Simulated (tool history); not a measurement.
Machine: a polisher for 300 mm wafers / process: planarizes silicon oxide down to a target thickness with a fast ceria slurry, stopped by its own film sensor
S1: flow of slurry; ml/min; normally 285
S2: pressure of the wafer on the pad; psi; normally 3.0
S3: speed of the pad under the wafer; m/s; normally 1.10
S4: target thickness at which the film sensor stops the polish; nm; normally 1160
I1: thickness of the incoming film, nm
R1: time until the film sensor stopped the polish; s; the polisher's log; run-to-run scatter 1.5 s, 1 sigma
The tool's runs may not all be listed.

| run | hour | S1 | S2 | S3 | S4 | I1 | R1 |
|---|---|---|---|---|---|---|---|
| 1 | 0.0 | 285 | 2.3 | 1.10 | 1160 | 2956.6 | 105.0 |
|  | 11.6 | slurry nozzle cleaned |
| 2 | 23.2 | 285 | 3.0 | 1.10 | 1160 | 2908.1 | 79.9 |
| 3 | 57.0 | 365 | 3.0 | 1.10 | 1458 | 2939.7 | 65.5 |
| 4 | 82.5 | 365 | 3.0 | 1.10 | 1458 | 2950.8 | 67.4 |
| 5 | 107.1 | 365 | 3.0 | 1.10 | 1458 | 2910.2 | 64.6 |
| 6 | 129.9 | 285 | 3.0 | 0.84 | 1160 | 2955.3 | 97.7 |
|  | 159.6 | worn pad replaced by a new one |
| 7 | 163.3 | 285 | 3.0 | 0.84 | 1160 | 2961.0 | 97.2 |
| 8 | 195.4 | 285 | 3.0 | 1.10 | 1160 | 2938.5 | 83.1 |
| 9 | 222.6 | 285 | 2.5 | 1.10 | 1160 | 2971.2 | 96.4 |
| 10 | 249.9 | 285 | 2.5 | 1.10 | 1160 | 2955.3 | 98.1 |
|  | 272.0 | slurry nozzle cleaned |
| 11 | 337.3 | 345 | 3.0 | 1.10 | 1160 | 2964.4 | 85.1 |
| 12 | 359.4 | 345 | 3.0 | 1.10 | 1160 | 2925.6 | 85.1 |
|  | 375.4 | worn pad replaced by a new one |
| 13 | 382.2 | 285 | 3.0 | 1.10 | 1160 | 2925.3 | 81.8 |

What does the tool deliver on the next run?
| 14 | 410.8 | 285 | 3.4 | 1.10 | 616 | 2932.4 | ? |

{"run 14": {"R1": 102.4}}
Without the tool's hidden state the same run would have given R1 93.6 s.
